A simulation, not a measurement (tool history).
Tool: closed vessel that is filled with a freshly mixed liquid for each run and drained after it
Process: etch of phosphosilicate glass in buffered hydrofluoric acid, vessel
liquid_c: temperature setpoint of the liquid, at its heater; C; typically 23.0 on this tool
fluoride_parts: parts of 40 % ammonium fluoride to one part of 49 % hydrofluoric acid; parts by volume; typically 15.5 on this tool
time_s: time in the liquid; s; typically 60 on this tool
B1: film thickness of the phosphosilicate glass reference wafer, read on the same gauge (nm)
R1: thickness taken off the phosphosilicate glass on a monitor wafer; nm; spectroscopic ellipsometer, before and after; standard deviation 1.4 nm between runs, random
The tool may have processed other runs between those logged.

Run 1, hour 0.0: usual settings; B1 150.03. Result: R1 151.22 nm.
Run 2, hour 35.8: usual settings; B1 149.98. Result: R1 151.25 nm.
Run 3, hour 69.2: usual settings; B1 150.00. Result: R1 148.61 nm.
Run 4, hour 93.6: usual settings; B1 149.97. Result: R1 149.04 nm.
Run 5, hour 114.7: usual settings; B1 149.98. Result: R1 149.92 nm.
Run 6, hour 144.2: usual settings but liquid_c 24.5 C; B1 149.98. Result: R1 163.43 nm.
Run 7, hour 173.5: usual settings; B1 150.03. Result: R1 150.82 nm.
Run 8, hour 206.9: usual settings; B1 149.97. Result: R1 151.77 nm.
Run 9, hour 235.4: usual settings; B1 150.01. Result: R1 149.03 nm.
Run 10, hour 259.7: usual settings; B1 149.99. Result: R1 148.76 nm.
Run 11, hour 281.2: usual settings; B1 149.97. Result: R1 148.92 nm.
Run 12, hour 305.0: usual settings; B1 149.97. Result: R1 139.76 nm.
Run 13, hour 334.4: usual settings but liquid_c 27.0 C, time_s 35 s; B1 149.99. Result: R1 101.10 nm.
Run 14, hour 363.0: usual settings; B1 150.02. Result: R1 137.14 nm.
Run 15, hour 388.9: usual settings; B1 150.01. Result: R1 137.66 nm.
Run 16, hour 419.6: usual settings but liquid_c 27.5 C, fluoride_parts 11.5 parts by volume, time_s 70 s; B1 150.07. Result: R1 324.35 nm.
Run 17, hour 442.0: usual settings but liquid_c 27.0 C, fluoride_parts 11.0 parts by volume, time_s 35 s; B1 150.04. Result: R1 167.74 nm.
Run 18, hour 464.8: usual settings but time_s 80 s; B1 150.01. Result: R1 217.04 nm.
Run 19, hour 478.3: usual settings; B1 150.01. Result: R1 163.08 nm.
Run 20, hour 496.4: usual settings; B1 150.03. Result: R1 162.06 nm.
Run 21, hour 517.5: usual settings but liquid_c 21.0 C; B1 150.00. Result: R1 143.17 nm.
Run 22, hour 548.6: usual settings but liquid_c 20.0 C, fluoride_parts 12.5 parts by volume, time_s 45 s; B1 149.97. Result: R1 127.59 nm.
Run 23, hour 578.7: usual settings but liquid_c 26.5 C, fluoride_parts 21.5 parts by volume, time_s 30 s; B1 149.98. Result: R1 72.86 nm.
Run 24, hour 602.8: usual settings but liquid_c 20.0 C, time_s 70 s; B1 150.00. Result: R1 158.87 nm.
Run 25, hour 615.6: usual settings but liquid_c 21.5 C, fluoride_parts 20.0 parts by volume, time_s 40 s; B1 150.01. Result: R1 76.90 nm.
Run 26, hour 634.3: usual settings but liquid_c 18.0 C, fluoride_parts 12.0 parts by volume, time_s 30 s; B1 150.01. Result: R1 78.15 nm.
Run 27, hour 650.3: usual settings but liquid_c 25.5 C, time_s 30 s; B1 150.02. Result: R1 92.51 nm.

Missing from the log above: 4 entries noted between runs. For each, name the pair of listed runs it sits between and say how the tool's hidden condition differs from the listed run just before to the listed run just after:
Between runs 11 and 12: thermometer replaced (hour 303.2)
  liquid colder than its thermometer reads (K): 1.92 -> 3.16
  measured minus no-state result, R1: -16.69 -> -26.82 nm
Between runs 15 and 16: thermometer replaced, repeated, since the last time left the tool worse (hour 419.1)
  liquid colder than its thermometer reads (K): 3.23 -> 0.376
  measured minus no-state result, R1: -27.06 -> -6.65 nm
Between runs 19 and 20: gauge calibrated (hour 488.0)
  liquid colder than its thermometer reads (K): 0.421 -> 0.435
  measured minus no-state result, R1: -3.81 -> -3.88 nm
Between runs 20 and 21: hydrofluoric acid flow meter replaced (hour 498.4)
  liquid colder than its thermometer reads (K): 0.435 -> 0.451
  measured minus no-state result, R1: -3.88 -> -3.64 nm
